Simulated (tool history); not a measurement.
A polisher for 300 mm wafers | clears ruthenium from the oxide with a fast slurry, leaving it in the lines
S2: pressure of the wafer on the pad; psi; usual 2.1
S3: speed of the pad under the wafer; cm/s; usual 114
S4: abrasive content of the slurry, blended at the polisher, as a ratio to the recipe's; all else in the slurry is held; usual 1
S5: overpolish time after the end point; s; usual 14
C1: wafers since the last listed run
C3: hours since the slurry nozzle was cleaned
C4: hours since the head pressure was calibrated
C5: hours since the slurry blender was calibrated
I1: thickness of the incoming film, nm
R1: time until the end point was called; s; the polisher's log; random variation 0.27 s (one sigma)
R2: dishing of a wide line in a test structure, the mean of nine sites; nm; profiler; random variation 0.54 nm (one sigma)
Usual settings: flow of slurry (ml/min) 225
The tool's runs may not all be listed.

run 1 hour=0 | flow_of_slurry_(ml/min)=225 S2=1.9 S3=114 S4=1 S5=14 | C1=0 wafers_polished_on_this_pad=3267 C3=310.4 C4=1214.6 C5=313.9 | I1=131.6 | R1=33.6 R2=36.6
run 2 hour=33.4 | flow_of_slurry_(ml/min)=225 S2=2.1 S3=98 S4=1 S5=14 | C1=555 wafers_polished_on_this_pad=3823 C3=343.8 C4=1248 C5=347.3 | I1=132.3 | R1=33.8 R2=35.2
-- hour=55.5 head pressure recalibrated
run 3 hour=82.6 | flow_of_slurry_(ml/min)=225 S2=2.1 S3=98 S4=1 S5=14 | C1=785 wafers_polished_on_this_pad=4609 C3=393 C4=27.1 C5=396.5 | I1=128.5 | R1=33.5 R2=36.4
run 4 hour=122.5 | flow_of_slurry_(ml/min)=225 S2=2.1 S3=114 S4=1 S5=14 | C1=664 wafers_polished_on_this_pad=5273 C3=432.9 C4=67 C5=436.4 | I1=130.1 | R1=30.6 R2=37.3
-- hour=144.2 slurry blender recalibrated
-- hour=167.3 slurry nozzle cleaned
-- hour=182.2 worn pad replaced by a new one
run 5 hour=217.7 | flow_of_slurry_(ml/min)=225 S2=2.1 S3=114 S4=1 S5=14 | C1=1468 wafers_polished_on_this_pad=590 C3=50.4 C4=162.2 C5=73.5 | I1=127.8 | R1=28.6 R2=40
run 6 hour=268.3 | flow_of_slurry_(ml/min)=225 S2=2.1 S3=114 S4=1 S5=14 | C1=842 wafers_polished_on_this_pad=1433 C3=101 C4=212.8 C5=124.1 | I1=130.3 | R1=29.3 R2=39.6
run 7 hour=398.2 | flow_of_slurry_(ml/min)=280 S2=2.1 S3=114 S4=1 S5=14 | C1=2162 wafers_polished_on_this_pad=3595 C3=230.9 C4=342.7 C5=254 | I1=127.2 | R1=29.1 R2=39.6
run 8 hour=436.8 | flow_of_slurry_(ml/min)=225 S2=1.9 S3=80 S4=1 S5=14 | C1=642 wafers_polished_on_this_pad=4237 C3=269.5 C4=381.3 C5=292.6 | I1=128.7 | R1=40.3 R2=30.5
run 9 hour=484.6 | flow_of_slurry_(ml/min)=270 S2=2.1 S3=94 S4=1.15 S5=6 | C1=795 wafers_polished_on_this_pad=5033 C3=317.3 C4=429.1 C5=340.4 | I1=130.5 | R1=31.7 R2=17.6
run 10 hour=552.8 | flow_of_slurry_(ml/min)=225 S2=1.5 S3=128 S4=0.85 S5=14 | C1=1135 wafers_polished_on_this_pad=6168 C3=385.5 C4=497.3 C5=408.6 | I1=130 | R1=42.3 R2=28.4
-- hour=561.5 slurry blender recalibrated
run 11 hour=600.9 | flow_of_slurry_(ml/min)=225 S2=2.1 S3=114 S4=1.1 S5=9 | C1=767 wafers_polished_on_this_pad=6935 C3=433.6 C4=545.4 C5=39.4 | I1=131.7 | R1=30.1 R2=26.2
-- hour=616.7 worn pad replaced by a new one, of another model than before
-- hour=630.5 slurry nozzle cleaned
run 12 hour=638.6 | flow_of_slurry_(ml/min)=225 S2=2.7 S3=114 S4=1 S5=11 | C1=544 wafers_polished_on_this_pad=348 C3=8.1 C4=583.1 C5=77.1 | I1=128.6 | R1=25.3 R2=37.2
run 13 hour=694.5 | flow_of_slurry_(ml/min)=160 S2=2.1 S3=114 S4=1.1 S5=21 | C1=930 wafers_polished_on_this_pad=1279 C3=64 C4=639 C5=133 | I1=131 | R1=29 R2=56.6
run 14 hour=744.7 | flow_of_slurry_(ml/min)=225 S2=2.1 S3=114 S4=1 S5=14 | C1=835 wafers_polished_on_this_pad=2114 C3=114.2 C4=689.2 C5=183.2 | I1=132.9 | R1=30.6 R2=39.6
run 15 hour=772.2 | flow_of_slurry_(ml/min)=225 S2=2.6 S3=96 S4=1 S5=14 | C1=457 wafers_polished_on_this_pad=2572 C3=141.7 C4=716.7 C5=210.7 | I1=129.6 | R1=28.3 R2=42.2
run 16 hour=900.3 | flow_of_slurry_(ml/min)=225 S2=2.1 S3=82 S4=1 S5=8 | C1=2132 wafers_polished_on_this_pad=4704 C3=269.8 C4=844.8 C5=338.8 | I1=132.1 | R1=34.8 R2=21
run 17 hour=943 | flow_of_slurry_(ml/min)=225 S2=2.1 S3=114 S4=1 S5=7 | C1=710 wafers_polished_on_this_pad=5415 C3=312.5 C4=887.5 C5=381.5 | I1=130.4 | R1=30.5 R2=20.2
run 18 hour=989.9 | flow_of_slurry_(ml/min)=225 S2=2.1 S3=90 S4=1 S5=14 | C1=780 wafers_polished_on_this_pad=6195 C3=359.4 C4=934.4 C5=428.4 | I1=129.7 | R1=34.3 R2=35.8
-- hour=1000.3 slurry blender recalibrated
run 19 hour=1017.2 | flow_of_slurry_(ml/min)=225 S2=2.1 S3=114 S4=1 S5=14 | C1=421 wafers_polished_on_this_pad=6616 C3=386.7 C4=961.7 C5=16.9 | I1=130.6 | R1=32.2 R2=37.5

The next listed run, before its measurement:
-- hour=1050.8 worn pad replaced by a new one
-- hour=1067.5 slurry nozzle cleaned
run 20 hour=1069.9 | flow_of_slurry_(ml/min)=225 S2=2.1 S3=114 S4=1 S5=14 | C1=793 wafers_polished_on_this_pad=301 C3=2.4 C4=1014.4 C5=69.6 | I1=127.2 | R1=? R2=?

R1: 29.1 s
R2: 39.6 nm
Without the tool's hidden state the same run would have given R1 28.7 s, R2 40.1 nm.
